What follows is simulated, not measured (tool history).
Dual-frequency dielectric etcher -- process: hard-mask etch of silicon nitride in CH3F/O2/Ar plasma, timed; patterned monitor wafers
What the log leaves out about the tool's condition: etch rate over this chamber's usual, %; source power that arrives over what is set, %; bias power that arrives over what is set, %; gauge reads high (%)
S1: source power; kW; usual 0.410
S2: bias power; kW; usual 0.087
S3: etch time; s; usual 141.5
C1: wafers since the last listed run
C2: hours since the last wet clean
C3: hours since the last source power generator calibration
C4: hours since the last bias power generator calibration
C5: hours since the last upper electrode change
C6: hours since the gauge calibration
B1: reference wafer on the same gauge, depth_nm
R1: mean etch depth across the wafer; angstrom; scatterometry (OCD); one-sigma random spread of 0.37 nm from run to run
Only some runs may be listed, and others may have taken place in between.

run     day     S1     S2     S3   C1     C2      C3      C4      C5     C6     B1    R1
  1   0.000  0.410  0.087  141.5    0  322.0  2144.1  3394.1  4510.9  244.0  103.9  1128
  2   0.708  0.410  0.087  141.5  106  339.0  2161.1  3411.1  4527.9  261.0  104.0  1130
  3   1.233  0.410  0.087  141.5   79  351.6  2173.7  3423.7  4540.5  273.6  103.8  1130
      2.350  -- wet clean of the chamber
  4   2.371  0.410  0.087  163.0   20    0.5  2201.0  3451.0  4567.8  300.9  103.8  1298
  5   2.850  0.410  0.087  163.0   72   12.0  2212.5  3462.5  4579.3  312.4  103.8  1295
  6   4.283  0.360  0.087  141.5  215   46.4  2246.9  3496.9  4613.7  346.8  103.5  1066
  7   5.775  0.410  0.087  124.0  224   82.2  2282.7  3532.7  4649.5  382.6  103.5   986
  8   6.988  0.410  0.087  124.0  182  111.3  2311.8  3561.8  4678.6  411.7  103.3   985
  9   8.362  0.410  0.087  141.5  206  144.3  2344.8  3594.8  4711.6  444.7  103.3  1125
     10.438  -- bias power generator calibrated
 10  11.704  0.410  0.087  141.5  477  224.5  2425.0    30.4  4791.8  524.9  102.8  1110
 11  12.496  0.410  0.087  141.5  119  243.5  2444.0    49.4  4810.8  543.9  102.7  1113
 12  13.392  0.410  0.087  141.5  134  265.0  2465.5    70.9  4832.3  565.4  102.5  1121
 13  14.592  0.410  0.087  141.5  180  293.8  2494.3    99.7  4861.1  594.2  102.2  1110
     16.450  -- wet clean of the chamber
 14  16.471  0.460  0.087  109.5  132    0.5  2539.4   144.8  4906.2  639.3  101.9   898
 15  16.583  0.460  0.087  176.0   16    3.2  2542.1   147.5  4908.9  642.0  102.1  1455
 16  17.708  0.410  0.087  141.5  169   30.2  2569.1   174.5  4935.9  669.0  101.8  1111
 17  18.821  0.360  0.068  167.5  167   56.9  2595.8   201.2  4962.6  695.7  101.5  1129
     20.058  -- gauge calibrated
     20.162  -- source power generator calibrated
     20.700  -- upper electrode replaced
 18  20.721  0.510  0.087  121.0  179  102.5    13.4   246.8     0.5   15.9  104.4  1064
 19  21.079  0.310  0.096  169.0   53  111.1    22.0   255.4     9.1   24.5  104.6  1256
 20  22.571  0.370  0.087  126.5  224  146.9    57.8   291.2    44.9   60.3  104.4   971
 21  23.862  0.410  0.087  141.5  194  177.9    88.8   322.2    75.9   91.3  104.3  1132
 22  24.375  0.380  0.087  141.5   77  190.2   101.1   334.5    88.2  103.6  104.3  1097
 23  25.788  0.340  0.087  174.0  212  224.1   135.0   368.4   122.1  137.5  104.2  1284
 24  28.788  0.410  0.087  141.5  451  296.1   207.0   440.4   194.1  209.5  103.9  1135
 25  29.679  0.410  0.087  141.5  134  317.5   228.4   461.8   215.5  230.9  104.0  1135
 26  30.675  0.410  0.094  141.5  149  341.4   252.3   485.7   239.4  254.8  104.0  1172
 27  31.454  0.340  0.073  177.5  117  360.1   271.0   504.4   258.1  273.5  104.0  1227
     33.179  -- wet clean of the chamber
 28  33.200  0.410  0.087  141.5  112    0.5   312.9   546.3   300.0  315.4  103.9  1129

Here are 3 independent what-if runs from the current tool condition. What would each one return?
  A  33.221  0.410  0.087  177.5   3  1.0  313.4  546.8  300.5  315.9   ?   ?
  B  33.221  0.450  0.102  168.5   3  1.0  313.4  546.8  300.5  315.9   ?   ?
  C  33.221  0.470  0.104  154.0   3  1.0  313.4  546.8  300.5  315.9   ?   ?

run     B1    R1
  A  103.8  1421
  B  103.8  1496
  C  103.8  1403
Without the tool's hidden state the same runs would have given:
run    R1
  A  1423
  B  1498
  C  1405

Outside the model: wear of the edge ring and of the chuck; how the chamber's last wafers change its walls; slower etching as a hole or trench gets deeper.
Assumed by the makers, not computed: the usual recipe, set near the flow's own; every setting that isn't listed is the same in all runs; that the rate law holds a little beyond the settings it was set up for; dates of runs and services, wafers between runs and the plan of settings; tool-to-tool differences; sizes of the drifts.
